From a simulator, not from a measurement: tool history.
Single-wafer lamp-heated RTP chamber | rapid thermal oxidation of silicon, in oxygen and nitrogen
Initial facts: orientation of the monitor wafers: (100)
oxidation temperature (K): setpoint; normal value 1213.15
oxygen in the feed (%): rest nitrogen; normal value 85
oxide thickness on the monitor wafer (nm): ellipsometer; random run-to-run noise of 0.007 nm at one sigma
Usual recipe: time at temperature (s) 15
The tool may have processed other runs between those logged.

| run | day | oxidation temperature (K) | time at temperature (s) | oxygen in the feed (%) | read-back reference wafer on the same gauge, thickness | oxide thickness on the monitor wafer (nm) |
|---|---|---|---|---|---|---|
| 1 | 0 | 1213.15 | 15 | 98 | 2.539 | 2.684 |
| 2 | 1.796 | 1213.15 | 15 | 98 | 2.541 | 2.696 |
|  | 2.188 | gauge calibrated |
| 3 | 4.142 | 1213.15 | 15 | 98 | 2.539 | 2.721 |
| 4 | 6.375 | 1234.15 | 15 | 98 | 2.54 | 2.986 |
| 5 | 8.817 | 1234.15 | 15 | 98 | 2.542 | 2.996 |
|  | 11.512 | pyrometer window cleaned and pyrometer calibrated |
| 6 | 11.542 | 1213.15 | 20 | 85 | 2.539 | 2.773 |
| 7 | 13.362 | 1213.15 | 20 | 85 | 2.539 | 2.795 |
|  | 14.075 | oxygen flow controller replaced |
| 8 | 15.496 | 1199.15 | 15 | 85 | 2.539 | 2.512 |
| 9 | 18.546 | 1194.15 | 15 | 65 | 2.541 | 2.416 |
| 10 | 20.821 | 1213.15 | 19 | 98 | 2.54 | 2.903 |
|  | 22.054 | pyrometer window cleaned and pyrometer calibrated |
| 11 | 23.179 | 1213.15 | 15 | 96 | 2.539 | 2.663 |
| 12 | 25.154 | 1213.15 | 15 | 85 | 2.539 | 2.644 |
| 13 | 28.271 | 1213.15 | 8 | 98 | 2.538 | 2.385 |
| 14 | 29.846 | 1213.15 | 15 | 85 | 2.541 | 2.664 |
|  | 32.988 | gauge calibrated |
| 15 | 33.917 | 1213.15 | 12 | 85 | 2.541 | 2.55 |
|  | 35.896 | pyrometer window cleaned and pyrometer calibrated |
| 16 | 37.438 | 1213.15 | 21 | 85 | 2.538 | 2.829 |
| 17 | 41.571 | 1231.15 | 20 | 94 | 2.54 | 3.154 |

Branching from run 17: 3 alternative next runs. What would each branch give?
| A | 41.588 | 1213.15 | 15 | 85 | ? | ? |
| B | 41.588 | 1189.15 | 11 | 98 | ? | ? |
| C | 41.588 | 1242.15 | 15 | 72 | ? | ? |

| run | read-back reference wafer on the same gauge, thickness | oxide thickness on the monitor wafer (nm) |
|---|---|---|
| A | 2.541 | 2.644 |
| B | 2.541 | 2.352 |
| C | 2.541 | 2.897 |
The same runs, with their run-to-run variation unchanged, on a tool lacking any hidden condition would have given:
| run | oxide thickness on the monitor wafer (nm) |
|---|---|
| A | 2.59 |
| B | 2.319 |
| C | 2.825 |
